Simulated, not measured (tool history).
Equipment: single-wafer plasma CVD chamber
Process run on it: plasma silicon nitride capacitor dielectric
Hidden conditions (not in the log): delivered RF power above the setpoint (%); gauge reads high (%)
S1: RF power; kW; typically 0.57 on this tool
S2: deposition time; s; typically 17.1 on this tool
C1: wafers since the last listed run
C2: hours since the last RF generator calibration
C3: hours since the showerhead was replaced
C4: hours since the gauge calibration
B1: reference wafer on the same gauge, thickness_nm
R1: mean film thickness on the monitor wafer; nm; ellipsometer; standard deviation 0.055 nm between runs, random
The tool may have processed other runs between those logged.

Run 1, hour 0: usual settings but S1 0.53 kW, S2 14.4 s; C1 0; C2 1967.9; C3 3433.7; C4 666.5; B1 28.5. Result: R1 22.365 nm.
Run 2, hour 47.4: usual settings; C1 1059; C2 2015.3; C3 3481.1; C4 713.9; B1 28.53. Result: R1 27.015 nm.
Run 3, hour 91.2: usual settings; C1 978; C2 2059.1; C3 3524.9; C4 757.7; B1 28.491. Result: R1 26.918 nm.
Run 4, hour 162.1: usual settings; C1 1584; C2 2130; C3 3595.8; C4 828.6; B1 28.468. Result: R1 26.982 nm.
Run 5, hour 217.7: usual settings but S1 0.615 kW; C1 1242; C2 2185.6; C3 3651.4; C4 884.2; B1 28.513. Result: R1 27.534 nm.
Run 6, hour 288.7: usual settings; C1 1586; C2 2256.6; C3 3722.4; C4 955.2; B1 28.532. Result: R1 26.925 nm.
At hour 348.3: showerhead replaced.
Run 7, hour 348.8: usual settings; C1 1164; C2 2316.7; C3 0.5; C4 1015.3; B1 28.499. Result: R1 26.948 nm.
At hour 372.3: gauge calibrated.
Run 8, hour 432.8: usual settings; C1 1877; C2 2400.7; C3 84.5; C4 60.5; B1 28.483. Result: R1 26.883 nm.
At hour 453.9: RF generator calibrated.
Run 9, hour 509.4: usual settings; C1 1532; C2 55.5; C3 161.1; C4 137.1; B1 28.505. Result: R1 27.497 nm.
Run 10, hour 592.6: usual settings but S1 0.6 kW, S2 15.7 s; C1 1859; C2 138.7; C3 244.3; C4 220.3; B1 28.501. Result: R1 25.612 nm.
Run 11, hour 691.3: usual settings; C1 2205; C2 237.4; C3 343; C4 319; B1 28.485. Result: R1 27.521 nm.
Run 12, hour 755.4: usual settings but S1 0.605 kW; C1 1432; C2 301.5; C3 407.1; C4 383.1; B1 28.477. Result: R1 27.87 nm.
Run 13, hour 802.9: usual settings but S1 0.51 kW; C1 1061; C2 349; C3 454.6; C4 430.6; B1 28.515. Result: R1 26.815 nm.
Run 14, hour 868: usual settings but S2 15 s; C1 1454; C2 414.1; C3 519.7; C4 495.7; B1 28.477. Result: R1 24.142 nm.
Run 15, hour 925.2: usual settings but S1 0.61 kW, S2 20.4 s; C1 1278; C2 471.3; C3 576.9; C4 552.9; B1 28.517. Result: R1 33.227 nm.
Run 16, hour 986.6: usual settings but S1 0.63 kW, S2 19.7 s; C1 1372; C2 532.7; C3 638.3; C4 614.3; B1 28.525. Result: R1 32.333 nm.
Run 17, hour 1052: usual settings but S1 0.515 kW, S2 15.8 s; C1 1461; C2 598.1; C3 703.7; C4 679.7; B1 28.512. Result: R1 24.727 nm.

Had the tool no unlogged condition, and each run kept its random variation, what would the results have been?
run      R1
  1  22.855
  2  27.619
  3  27.532
  4  27.617
  5  28.197
  6  27.593
  7  27.633
  8  27.589
  9  27.607
 10  25.735
 11  27.678
 12  28.046
 13  26.996
 14  24.319
 15  33.489
 16  32.607
 17  24.952

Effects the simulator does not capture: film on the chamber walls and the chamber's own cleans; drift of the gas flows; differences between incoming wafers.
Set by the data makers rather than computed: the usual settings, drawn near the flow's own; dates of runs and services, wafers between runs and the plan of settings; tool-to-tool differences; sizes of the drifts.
